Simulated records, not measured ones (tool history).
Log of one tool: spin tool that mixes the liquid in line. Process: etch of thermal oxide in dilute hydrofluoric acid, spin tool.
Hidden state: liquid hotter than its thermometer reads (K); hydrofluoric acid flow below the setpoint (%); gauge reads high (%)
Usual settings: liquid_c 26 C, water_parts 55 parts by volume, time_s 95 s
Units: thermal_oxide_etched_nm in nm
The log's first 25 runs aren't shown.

run	hour	liquid_c	water_parts	time_s	wafers since the last listed run	hours since the thermometer was replaced	hours since the hydrofluoric acid flow meter was replaced	hours since the gauge calibration	read-back film thickness of the thermal oxide reference wafer, read on the same gauge (nm)	thermal_oxide_etched_nm
26	1885.7	23.5	55	145	396	1080.3	937.9	954.1	89.99	12.12
27	1982.6	26	55	95	577	1177.2	1034.8	1051	90.02	8.8
28	2023.9	21.5	65	110	246	1218.5	1076.1	1092.3	89.99	7.13
29	2081.2	28.5	75	55	341	1275.8	1133.4	1149.6	90.02	3.96
30	2120.5	26	55	95	234	1315.1	1172.7	1188.9	90	8.75
31	2194	26	35	120	437	1388.6	1246.2	1262.4	89.97	17.78
32	2258	27.5	65	140	381	1452.6	1310.2	1326.4	90.01	11.44
33	2324.1	24.5	55	130	393	1518.7	1376.3	1392.5	89.99	11.27

5 ways to go on from here, each from the tool as it stands after run 33. What would each give?
A	2324.5	26	55	95	2	1519.1	1376.7	1392.9	?	?
B	2324.5	22	65	120	2	1519.1	1376.7	1392.9	?	?
C	2324.5	21	55	95	2	1519.1	1376.7	1392.9	?	?
D	2324.5	30.5	70	125	2	1519.1	1376.7	1392.9	?	?
E	2324.5	30	55	125	2	1519.1	1376.7	1392.9	?	?

run	read-back film thickness of the thermal oxide reference wafer, read on the same gauge (nm)	thermal_oxide_etched_nm
A	90.02	8.71
B	90.02	7.8
C	90.02	7.09
D	90.02	10.51
E	90.02	13.43
Without the tool's hidden state the same runs would have given:
run	thermal_oxide_etched_nm
A	9
B	8.06
C	7.33
D	10.87
E	13.88
